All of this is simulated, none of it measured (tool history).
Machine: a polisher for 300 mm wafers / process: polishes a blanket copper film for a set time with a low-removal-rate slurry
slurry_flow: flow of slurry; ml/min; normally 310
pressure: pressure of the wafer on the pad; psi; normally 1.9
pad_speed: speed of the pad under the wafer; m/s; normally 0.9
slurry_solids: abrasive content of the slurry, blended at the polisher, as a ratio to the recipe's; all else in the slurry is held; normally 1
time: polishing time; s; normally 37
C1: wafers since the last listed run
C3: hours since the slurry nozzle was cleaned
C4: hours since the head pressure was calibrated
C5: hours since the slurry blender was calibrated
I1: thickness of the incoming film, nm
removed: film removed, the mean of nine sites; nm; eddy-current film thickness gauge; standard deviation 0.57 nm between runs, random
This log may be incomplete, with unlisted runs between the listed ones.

{"run": 1, "day": 0.0, "slurry_flow": 310, "pressure": 1.9, "pad_speed": 0.9, "slurry_solids": 1, "time": 37, "C1": 0, "wafers polished on this pad": 1764, "C3": 255.8, "C4": 115.5, "C5": 47, "I1": 1335.9, "removed": 67.9}
{"run": 2, "day": 0.792, "slurry_flow": 310, "pressure": 1.9, "pad_speed": 0.9, "slurry_solids": 1, "time": 37, "C1": 217, "wafers polished on this pad": 1981, "C3": 274.8, "C4": 134.5, "C5": 66, "I1": 1334.3, "removed": 67.6}
{"run": 3, "day": 1.962, "slurry_flow": 310, "pressure": 1.9, "pad_speed": 0.9, "slurry_solids": 1, "time": 37, "C1": 321, "wafers polished on this pad": 2302, "C3": 302.9, "C4": 162.6, "C5": 94.1, "I1": 1320.1, "removed": 66.6}
{"run": 4, "day": 2.917, "slurry_flow": 310, "pressure": 1.9, "pad_speed": 0.9, "slurry_solids": 1, "time": 37, "C1": 261, "wafers polished on this pad": 2564, "C3": 325.8, "C4": 185.5, "C5": 117, "I1": 1324.1, "removed": 67.2}
{"day": 3.492, "done": "worn pad replaced by a new one"}
{"run": 5, "day": 4.175, "slurry_flow": 310, "pressure": 1.9, "pad_speed": 0.72, "slurry_solids": 0.75, "time": 28, "C1": 299, "wafers polished on this pad": 187, "C3": 356, "C4": 215.7, "C5": 147.2, "I1": 1322.6, "removed": 41}
{"run": 6, "day": 4.9, "slurry_flow": 310, "pressure": 2.4, "pad_speed": 0.9, "slurry_solids": 1, "time": 41, "C1": 199, "wafers polished on this pad": 386, "C3": 373.4, "C4": 233.1, "C5": 164.6, "I1": 1342.1, "removed": 99.6}
{"run": 7, "day": 6.154, "slurry_flow": 310, "pressure": 1.9, "pad_speed": 0.9, "slurry_solids": 1, "time": 37, "C1": 344, "wafers polished on this pad": 730, "C3": 403.5, "C4": 263.2, "C5": 194.7, "I1": 1346.1, "removed": 69.9}
{"run": 8, "day": 6.967, "slurry_flow": 310, "pressure": 2.5, "pad_speed": 0.9, "slurry_solids": 1.15, "time": 37, "C1": 223, "wafers polished on this pad": 953, "C3": 423, "C4": 282.7, "C5": 214.2, "I1": 1333.2, "removed": 93}
{"run": 9, "day": 8.146, "slurry_flow": 310, "pressure": 1.9, "pad_speed": 0.9, "slurry_solids": 1, "time": 37, "C1": 323, "wafers polished on this pad": 1277, "C3": 451.3, "C4": 311, "C5": 242.5, "I1": 1305.7, "removed": 68.4}
{"run": 10, "day": 8.662, "slurry_flow": 355, "pressure": 1.7, "pad_speed": 1.04, "slurry_solids": 1, "time": 43, "C1": 141, "wafers polished on this pad": 1419, "C3": 463.7, "C4": 323.4, "C5": 254.9, "I1": 1334.8, "removed": 84.1}
{"run": 11, "day": 10.012, "slurry_flow": 250, "pressure": 1.9, "pad_speed": 0.9, "slurry_solids": 1.25, "time": 37, "C1": 370, "wafers polished on this pad": 1789, "C3": 496.1, "C4": 355.8, "C5": 287.3, "I1": 1318.2, "removed": 67.8}
{"run": 12, "day": 11.175, "slurry_flow": 310, "pressure": 1.9, "pad_speed": 0.9, "slurry_solids": 1, "time": 37, "C1": 319, "wafers polished on this pad": 2108, "C3": 524, "C4": 383.7, "C5": 315.2, "I1": 1345.9, "removed": 67.2}
{"run": 13, "day": 12.242, "slurry_flow": 310, "pressure": 1.9, "pad_speed": 0.9, "slurry_solids": 1, "time": 37, "C1": 292, "wafers polished on this pad": 2401, "C3": 549.6, "C4": 409.3, "C5": 340.8, "I1": 1304.2, "removed": 66.6}
{"run": 14, "day": 13.638, "slurry_flow": 310, "pressure": 1.9, "pad_speed": 0.9, "slurry_solids": 1, "time": 37, "C1": 383, "wafers polished on this pad": 2784, "C3": 583.1, "C4": 442.8, "C5": 374.3, "I1": 1322.5, "removed": 65.4}
{"day": 14.154, "done": "slurry blender recalibrated"}
{"day": 14.196, "done": "worn pad replaced by a new one"}
{"run": 15, "day": 14.729, "slurry_flow": 280, "pressure": 2.5, "pad_speed": 1.2, "slurry_solids": 1, "time": 43, "C1": 265, "wafers polished on this pad": 145, "C3": 609.3, "C4": 469, "C5": 13.8, "I1": 1350.2, "removed": 141.9}
{"run": 16, "day": 15.542, "slurry_flow": 380, "pressure": 1.7, "pad_speed": 0.62, "slurry_solids": 1, "time": 37, "C1": 223, "wafers polished on this pad": 368, "C3": 628.8, "C4": 488.5, "C5": 33.3, "I1": 1319.9, "removed": 44.7}
{"run": 17, "day": 16.346, "slurry_flow": 215, "pressure": 1.9, "pad_speed": 0.9, "slurry_solids": 1, "time": 37, "C1": 220, "wafers polished on this pad": 589, "C3": 648.1, "C4": 507.8, "C5": 52.6, "I1": 1352.7, "removed": 66.4}
{"run": 18, "day": 17.788, "slurry_flow": 310, "pressure": 1.9, "pad_speed": 0.9, "slurry_solids": 1, "time": 37, "C1": 395, "wafers polished on this pad": 985, "C3": 682.7, "C4": 542.4, "C5": 87.2, "I1": 1328.1, "removed": 69.7}
{"day": 18.1, "done": "slurry nozzle cleaned"}
{"run": 19, "day": 18.683, "slurry_flow": 310, "pressure": 1.9, "pad_speed": 0.9, "slurry_solids": 1, "time": 37, "C1": 234, "wafers polished on this pad": 1220, "C3": 14, "C4": 563.9, "C5": 108.7, "I1": 1330, "removed": 68.5}
{"run": 20, "day": 20.15, "slurry_flow": 310, "pressure": 1.9, "pad_speed": 0.9, "slurry_solids": 1, "time": 37, "C1": 402, "wafers polished on this pad": 1622, "C3": 49.2, "C4": 599.1, "C5": 143.9, "I1": 1329.7, "removed": 67.4}
{"run": 21, "day": 21.625, "slurry_flow": 310, "pressure": 1.4, "pad_speed": 1.08, "slurry_solids": 1.2, "time": 37, "C1": 404, "wafers polished on this pad": 2027, "C3": 84.6, "C4": 634.5, "C5": 179.3, "I1": 1324.1, "removed": 60.3}
{"run": 22, "day": 22.392, "slurry_flow": 310, "pressure": 1.9, "pad_speed": 0.8, "slurry_solids": 1.25, "time": 37, "C1": 210, "wafers polished on this pad": 2238, "C3": 103, "C4": 652.9, "C5": 197.7, "I1": 1335.7, "removed": 61.4}
{"day": 23.375, "done": "worn pad replaced by a new one"}
{"run": 23, "day": 23.396, "slurry_flow": 310, "pressure": 1.9, "pad_speed": 0.9, "slurry_solids": 0.7, "time": 37, "C1": 229, "wafers polished on this pad": 6, "C3": 127.1, "C4": 677, "C5": 221.8, "I1": 1315.6, "removed": 67.8}
{"run": 24, "day": 24.675, "slurry_flow": 310, "pressure": 1.5, "pad_speed": 0.9, "slurry_solids": 1, "time": 25, "C1": 351, "wafers polished on this pad": 357, "C3": 157.8, "C4": 707.7, "C5": 252.5, "I1": 1349, "removed": 37.5}
{"run": 25, "day": 25.508, "slurry_flow": 265, "pressure": 1.4, "pad_speed": 0.9, "slurry_solids": 1, "time": 37, "C1": 228, "wafers polished on this pad": 586, "C3": 177.8, "C4": 727.7, "C5": 272.5, "I1": 1339, "removed": 51.9}
{"run": 26, "day": 26.242, "slurry_flow": 310, "pressure": 1.9, "pad_speed": 1, "slurry_solids": 1.1, "time": 28, "C1": 201, "wafers polished on this pad": 787, "C3": 195.4, "C4": 745.3, "C5": 290.1, "I1": 1316.1, "removed": 61.1}
{"day": 27.442, "done": "slurry blender recalibrated"}
{"run": 27, "day": 27.621, "slurry_flow": 310, "pressure": 1.9, "pad_speed": 0.9, "slurry_solids": 1, "time": 37, "C1": 355, "wafers polished on this pad": 1143, "C3": 228.5, "C4": 778.4, "C5": 4.3, "I1": 1318.5, "removed": 71.3}
{"run": 28, "day": 28.504, "slurry_flow": 310, "pressure": 1.9, "pad_speed": 0.9, "slurry_solids": 1, "time": 37, "C1": 242, "wafers polished on this pad": 1385, "C3": 249.7, "C4": 799.6, "C5": 25.5, "I1": 1320.9, "removed": 69.9}
{"run": 29, "day": 29.604, "slurry_flow": 310, "pressure": 2.6, "pad_speed": 0.9, "slurry_solids": 1, "time": 44, "C1": 301, "wafers polished on this pad": 1687, "C3": 276.1, "C4": 826, "C5": 51.9, "I1": 1323.9, "removed": 112.6}

What would each run have given without the hidden state, its run-to-run variation left as it was?
Hidden state at play: removal rate lost through wear of the pad, %; slurry flow missing at the pad, %; deviation of the head's pressure from its setpoint, %; abrasive missing from the slurry, %.
run=1 removed=72.2
run=2 removed=72.3
run=3 removed=71.9
run=4 removed=73.2
run=5 removed=41.6
run=6 removed=101.7
run=7 removed=72.1
run=8 removed=96.5
run=9 removed=71.6
run=10 removed=88.4
run=11 removed=72
run=12 removed=72.1
run=13 removed=72.1
run=14 removed=71.5
run=15 removed=145.3
run=16 removed=46
run=17 removed=68.9
run=18 removed=73.1
run=19 removed=72.3
run=20 removed=72
run=21 removed=65.2
run=22 removed=66.8
run=23 removed=67.5
run=24 removed=37.7
run=25 removed=52.5
run=26 removed=62
run=27 removed=73.1
run=28 removed=72.2
run=29 removed=117.2

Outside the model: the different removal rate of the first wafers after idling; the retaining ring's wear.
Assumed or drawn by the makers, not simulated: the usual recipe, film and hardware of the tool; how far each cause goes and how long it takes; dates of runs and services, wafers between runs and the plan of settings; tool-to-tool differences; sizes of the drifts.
